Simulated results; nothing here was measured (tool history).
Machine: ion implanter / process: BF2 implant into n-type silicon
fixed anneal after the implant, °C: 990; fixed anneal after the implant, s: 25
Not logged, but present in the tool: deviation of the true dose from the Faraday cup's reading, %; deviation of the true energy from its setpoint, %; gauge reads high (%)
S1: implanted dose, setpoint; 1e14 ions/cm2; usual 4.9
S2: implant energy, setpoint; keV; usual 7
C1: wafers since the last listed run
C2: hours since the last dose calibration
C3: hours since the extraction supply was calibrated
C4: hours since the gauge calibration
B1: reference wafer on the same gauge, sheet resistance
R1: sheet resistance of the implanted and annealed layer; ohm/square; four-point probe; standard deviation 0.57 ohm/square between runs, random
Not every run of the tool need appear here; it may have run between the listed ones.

run,hour,S1,S2,C1,C2,C3,C4,B1,R1
1,0,4.9,7,0,1826.8,1898.6,559.9,347.04,363.91
2,33.9,4.9,7,1016,1860.7,1932.5,593.8,347,363.34
3,50.6,4.9,7,500,1877.4,1949.2,610.5,346.89,364.25
4,82.4,4.9,7,953,1909.2,1981,642.3,347,362.61
5,161.4,4.9,7,2368,1988.2,2060,721.3,346.95,363.48
6,187.5,4.9,7,782,2014.3,2086.1,747.4,346.9,364.34
7,200.7,4.9,5,395,2027.5,2099.3,760.6,346.86,409.86
8,275.3,4.9,7,2236,2102.1,2173.9,835.2,347.1,363.66
9,291,4.9,7,470,2117.8,2189.6,850.9,346.98,363.98
# hour 305.6: gauge calibrated
10,315,4.9,7,719,2141.8,2213.6,9.4,347.06,364.78
11,349.7,4.9,7,1040,2176.5,2248.3,44.1,347.01,364.29
# hour 380: Faraday cup replaced and dose calibrated
12,380.5,3.73,5.5,683,0.5,2279.1,74.9,346.97,453.4
# hour 413.4: extraction supply calibrated
13,413.9,4.9,7,761,33.9,0.5,108.3,347.02,355.54
14,425,5.83,5,332,45,11.6,119.4,346.97,364.54
15,517.1,5.83,7,2761,137.1,103.7,211.5,346.92,328.07
16,544.5,3.94,5.5,821,164.5,131.1,238.9,347.05,440.76
17,567.6,5.72,8.5,692,187.6,154.2,262,347.1,310.45
18,580.5,4.9,5,386,200.5,167.1,274.9,346.82,401.63
19,597,4.9,5.5,494,217,183.6,291.4,346.97,388.18
20,632.3,4.09,8,1058,252.3,218.9,326.7,346.82,377.46
21,667,4.9,7,1040,287,253.6,361.4,347.09,358.3
22,692.4,4.01,5,761,312.4,279,386.8,346.88,454.56

Across each entry between runs, compare the hidden state at the last listed run before it with the hidden state at the first listed run after it:
Run 9 -> run 10: gauge calibrated (hour 305.6)
  deviation of the true dose from the Faraday cup's reading, %: -4.42 -> -4.43
  measured value less the no-hidden-state value, R1: +8.7 -> +8.74 ohm/square
Run 11 -> run 12: Faraday cup replaced and dose calibrated (hour 380)
  deviation of the true dose from the Faraday cup's reading, %: -4.45 -> 0.35
  measured value less the no-hidden-state value, R1: +8.76 -> -1 ohm/square
Run 12 -> run 13: extraction supply calibrated (hour 413.4)
  deviation of the true dose from the Faraday cup's reading, %: 0.35 -> 0.134
  measured value less the no-hidden-state value, R1: -1 -> -0.25 ohm/square
